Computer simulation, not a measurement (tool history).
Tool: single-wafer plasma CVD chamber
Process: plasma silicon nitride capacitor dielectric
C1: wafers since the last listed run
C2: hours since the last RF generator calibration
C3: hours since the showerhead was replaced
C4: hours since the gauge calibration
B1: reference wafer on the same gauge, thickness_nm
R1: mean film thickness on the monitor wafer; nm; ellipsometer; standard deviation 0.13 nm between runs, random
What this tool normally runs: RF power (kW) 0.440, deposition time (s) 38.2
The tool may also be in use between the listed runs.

Run 1, hour 0.0: usual settings; C1 0; C2 1963.8; C3 3137.4; C4 682.8; B1 64.873. Result: R1 59.172 nm.
Run 2, hour 47.3: usual settings but deposition time (s) 41.6; C1 709; C2 2011.1; C3 3184.7; C4 730.1; B1 64.903. Result: R1 64.645 nm.
Run 3, hour 86.8: usual settings but deposition time (s) 41.6; C1 592; C2 2050.6; C3 3224.2; C4 769.6; B1 64.902. Result: R1 64.676 nm.
Run 4, hour 129.6: usual settings but deposition time (s) 33.9; C1 641; C2 2093.4; C3 3267.0; C4 812.4; B1 64.910. Result: R1 52.587 nm.
Run 5, hour 162.2: usual settings but deposition time (s) 33.9; C1 488; C2 2126.0; C3 3299.6; C4 845.0; B1 64.925. Result: R1 52.802 nm.
Run 6, hour 228.1: usual settings but deposition time (s) 33.9; C1 988; C2 2191.9; C3 3365.5; C4 910.9; B1 64.912. Result: R1 52.460 nm.
Run 7, hour 265.2: usual settings; C1 556; C2 2229.0; C3 3402.6; C4 948.0; B1 64.911. Result: R1 59.395 nm.
Run 8, hour 332.9: usual settings; C1 1015; C2 2296.7; C3 3470.3; C4 1015.7; B1 64.917. Result: R1 59.193 nm.
Run 9, hour 363.0: usual settings; C1 451; C2 2326.8; C3 3500.4; C4 1045.8; B1 64.906. Result: R1 59.255 nm.
Run 10, hour 427.7: usual settings; C1 970; C2 2391.5; C3 3565.1; C4 1110.5; B1 64.861. Result: R1 59.103 nm.
At hour 464.1: gauge calibrated.
Run 11, hour 495.7: usual settings; C1 1019; C2 2459.5; C3 3633.1; C4 31.6; B1 64.954. Result: R1 59.025 nm.
Run 12, hour 547.6: usual settings; C1 778; C2 2511.4; C3 3685.0; C4 83.5; B1 64.898. Result: R1 59.020 nm.
At hour 582.3: RF generator calibrated.
Run 13, hour 607.6: usual settings; C1 779; C2 25.3; C3 3745.0; C4 143.5; B1 64.910. Result: R1 58.445 nm.
Run 14, hour 637.7: usual settings but RF power (kW) 0.470, deposition time (s) 44.2; C1 451; C2 55.4; C3 3775.1; C4 173.6; B1 64.937. Result: R1 68.888 nm.
Run 15, hour 700.0: usual settings but deposition time (s) 40.6; C1 934; C2 117.7; C3 3837.4; C4 235.9; B1 64.923. Result: R1 62.019 nm.
Run 16, hour 765.0: usual settings but RF power (kW) 0.380, deposition time (s) 35.6; C1 974; C2 182.7; C3 3902.4; C4 300.9; B1 64.871. Result: R1 52.083 nm.
At hour 786.0: showerhead replaced.
At hour 854.2: RF generator calibrated, repeated, since the last time left the tool worse.
Run 17, hour 854.7: usual settings but RF power (kW) 0.485, deposition time (s) 45.8; C1 1105; C2 0.5; C3 68.7; C4 390.6; B1 64.879. Result: R1 74.098 nm.
Run 18, hour 919.1: usual settings but RF power (kW) 0.375, deposition time (s) 35.6; C1 965; C2 64.9; C3 133.1; C4 455.0; B1 64.907. Result: R1 53.393 nm.
Run 19, hour 954.5: usual settings but RF power (kW) 0.355, deposition time (s) 40.9; C1 530; C2 100.3; C3 168.5; C4 490.4; B1 64.854. Result: R1 60.737 nm.
Run 20, hour 995.3: usual settings; C1 611; C2 141.1; C3 209.3; C4 531.2; B1 64.954. Result: R1 60.131 nm.
Run 21, hour 1040.5: usual settings; C1 677; C2 186.3; C3 254.5; C4 576.4; B1 64.924. Result: R1 60.135 nm.
Run 22, hour 1106.1: usual settings but deposition time (s) 35.8; C1 983; C2 251.9; C3 320.1; C4 642.0; B1 64.908. Result: R1 56.316 nm.

Consider 5 possible next runs. They are alternatives, not a sequence: every one starts from the tool as it was left by run 22. What does each give?
Run A, hour 1106.5: usual settings; C1 5; C2 252.3; C3 320.5; C4 642.4; B1 ?. Result: R1 ?.
Run B, hour 1106.5: usual settings but RF power (kW) 0.485, deposition time (s) 30.7; C1 5; C2 252.3; C3 320.5; C4 642.4; B1 ?. Result: R1 ?.
Run C, hour 1106.5: usual settings but RF power (kW) 0.370, deposition time (s) 34.9; C1 5; C2 252.3; C3 320.5; C4 642.4; B1 ?. Result: R1 ?.
Run D, hour 1106.5: usual settings but RF power (kW) 0.400; C1 5; C2 252.3; C3 320.5; C4 642.4; B1 ?. Result: R1 ?.
Run E, hour 1106.5: usual settings but RF power (kW) 0.480, deposition time (s) 33.8; C1 5; C2 252.3; C3 320.5; C4 642.4; B1 ?. Result: R1 ?.

run      B1      R1
  A  64.874  60.159
  B  64.874  49.737
  C  64.874  52.270
  D  64.874  58.518
  E  64.874  54.595
Without the tool's unlogged condition, the same runs would have read:
run      R1
  A  60.263
  B  49.824
  C  52.361
  D  58.620
  E  54.689

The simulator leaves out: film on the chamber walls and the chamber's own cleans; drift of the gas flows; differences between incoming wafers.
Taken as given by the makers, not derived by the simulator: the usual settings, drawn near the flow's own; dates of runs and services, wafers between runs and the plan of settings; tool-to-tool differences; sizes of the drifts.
